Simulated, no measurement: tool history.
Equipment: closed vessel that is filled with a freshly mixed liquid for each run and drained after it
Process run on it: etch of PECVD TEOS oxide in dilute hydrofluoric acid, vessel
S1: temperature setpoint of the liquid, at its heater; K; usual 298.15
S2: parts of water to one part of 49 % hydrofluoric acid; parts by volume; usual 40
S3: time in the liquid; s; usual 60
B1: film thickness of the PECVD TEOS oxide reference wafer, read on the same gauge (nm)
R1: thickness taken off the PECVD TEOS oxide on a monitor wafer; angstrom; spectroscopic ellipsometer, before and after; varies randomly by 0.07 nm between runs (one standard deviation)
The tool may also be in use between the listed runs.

| run | hour | S1 | S2 | S3 | B1 | R1 |
|---|---|---|---|---|---|---|
| 1 | 0 | 298.15 | 40 | 80 | 99.97 | 249.1 |
| 2 | 68.7 | 298.15 | 40 | 60 | 100 | 186.4 |
| 3 | 134.6 | 298.15 | 40 | 60 | 100 | 187.4 |
| 4 | 169.4 | 298.15 | 25 | 60 | 100.06 | 305.3 |
| 5 | 194.8 | 298.15 | 40 | 60 | 100.04 | 186.8 |
| 6 | 237.1 | 301.65 | 40 | 70 | 99.96 | 251.7 |
| 7 | 273.9 | 301.65 | 40 | 70 | 99.99 | 251 |
| 8 | 325.3 | 301.65 | 40 | 70 | 99.97 | 250.8 |
| 9 | 359.8 | 298.15 | 40 | 60 | 99.99 | 185.8 |
|  | 376.6 | thermometer replaced |
| 10 | 412.3 | 298.15 | 40 | 60 | 100.05 | 191.8 |
| 11 | 459.8 | 299.65 | 40 | 60 | 100 | 205.1 |
| 12 | 495.6 | 299.65 | 40 | 60 | 99.99 | 204 |
| 13 | 520.8 | 299.65 | 40 | 60 | 99.94 | 205.1 |
| 14 | 580.2 | 303.15 | 25 | 80 | 100.02 | 516.3 |
| 15 | 637.7 | 298.15 | 50 | 85 | 100 | 215 |
|  | 652.3 | hydrofluoric acid flow meter replaced |
| 16 | 685.1 | 298.15 | 30 | 50 | 99.97 | 212.8 |
| 17 | 740.9 | 296.65 | 30 | 30 | 99.98 | 119.1 |
|  | 757.5 | gauge calibrated |
| 18 | 796.2 | 298.15 | 30 | 45 | 100 | 189 |
| 19 | 849 | 298.15 | 40 | 60 | 99.97 | 187.7 |
| 20 | 884.2 | 298.15 | 45 | 30 | 99.97 | 82.4 |
| 21 | 942.6 | 299.65 | 40 | 75 | 100.01 | 248.2 |
| 22 | 1008.7 | 294.65 | 40 | 60 | 99.98 | 161 |
| 23 | 1062.7 | 296.65 | 40 | 90 | 100.02 | 264.1 |
| 24 | 1129.7 | 298.15 | 40 | 60 | 99.97 | 187.1 |
| 25 | 1176.7 | 298.15 | 40 | 60 | 100 | 187.7 |
| 26 | 1240.4 | 293.15 | 55 | 95 | 100 | 171.9 |
| 27 | 1277.5 | 298.15 | 30 | 50 | 99.97 | 211.4 |
| 28 | 1304.6 | 302.15 | 30 | 80 | 99.98 | 396.8 |
| 29 | 1355.8 | 298.15 | 25 | 45 | 100.01 | 229.5 |
| 30 | 1417.7 | 298.15 | 40 | 60 | 100.01 | 187.9 |
| 31 | 1480.4 | 301.15 | 40 | 60 | 100.01 | 211.4 |
| 32 | 1505.3 | 298.15 | 60 | 60 | 100.02 | 121.4 |
| 33 | 1552.8 | 298.15 | 40 | 70 | 100.01 | 219.2 |
| 34 | 1614.1 | 298.15 | 40 | 60 | 100.06 | 188.4 |

3 ways to go on from here, each from the tool as it stands after run 34. What would each give?
| A | 1614.8 | 298.15 | 40 | 90 | ? | ? |
| B | 1614.8 | 298.15 | 40 | 95 | ? | ? |
| C | 1614.8 | 298.15 | 30 | 60 | ? | ? |

| run | B1 | R1 |
|---|---|---|
| A | 100.01 | 282.3 |
| B | 100.01 | 298 |
| C | 100.01 | 254.3 |
With no hidden state in the tool, these same runs would have given:
| run | R1 |
|---|---|
| A | 282.3 |
| B | 298 |
| C | 254.5 |
